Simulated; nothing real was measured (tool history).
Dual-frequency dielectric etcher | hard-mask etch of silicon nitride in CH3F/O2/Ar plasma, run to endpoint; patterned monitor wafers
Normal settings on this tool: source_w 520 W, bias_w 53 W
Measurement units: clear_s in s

run	hour	source_w	bias_w	incoming incoming film thickness, nm	clear_s
1	0	520	53	44.72	63.6
2	82.3	520	53	44.5	62.9
3	169.8	440	53	44.39	66.3
4	255.9	450	61	44.61	63.9
5	294.1	450	61	43.96	62.3
# hour 333.6: wet clean of the chamber
6	361.5	520	53	44.13	64
7	403.9	520	53	44.78	65.1
8	503.4	520	53	44.17	63.6
9	717.5	520	53	44.31	62.6
10	782.3	520	53	44.42	61.7
11	867.4	520	53	44.18	61.5
# hour 930.8: wet clean of the chamber
12	931.3	520	53	44.36	64.1
13	1025.1	420	60	43.71	67.1
14	1096.8	520	53	44.37	64
15	1196.5	420	48	44.17	70.8
16	1392.8	520	53	44.43	62.2
17	1470.9	640	46	44.61	58.5
18	1533.4	520	53	44.61	62
19	1572.9	420	61	44.19	65.5
# hour 1607.7: wet clean of the chamber
# hour 1613.6: upper electrode replaced
# hour 1674.4: bias power generator calibrated
20	1674.9	520	53	44.01	64.2
21	1757.2	640	45	44.6	61.2
# hour 1836.7: source power generator calibrated
22	1855.9	520	53	44.61	63.6
23	1952.8	520	64	44.43	59.7
24	2043.6	520	53	44.53	62.8
25	2084.3	590	41	44.39	63
# hour 2181.7: wet clean of the chamber
26	2182.2	440	57	44.02	67.8
27	2240	520	45	44.47	67.2
28	2341.1	640	48	44.24	59.6
29	2431.1	400	59	44.06	68.2
30	2507.1	460	60	44.55	64.9
31	2597.4	520	53	44.18	62.2
32	2650.8	410	65	44.46	65.3
33	2688.3	620	59	43.82	55
# hour 2747: wet clean of the chamber
34	2788.4	430	53	43.97	68.8

Each row is a separate what-if for the run after 34, all from the same tool condition, not one after another. Results?
A	2788.8	470	53	44.7	?
B	2788.8	560	59	44.7	?
C	2788.8	590	53	44.7	?
D	2788.8	400	53	44.7	?
E	2788.8	650	57	44.7	?

run	clear_s
A	67.5
B	60.7
C	61.1
D	72.7
E	57.4
Had the tool no hidden state, the same runs would have come out as:
run	clear_s
A	67.8
B	61
C	61.3
D	73
E	57.7
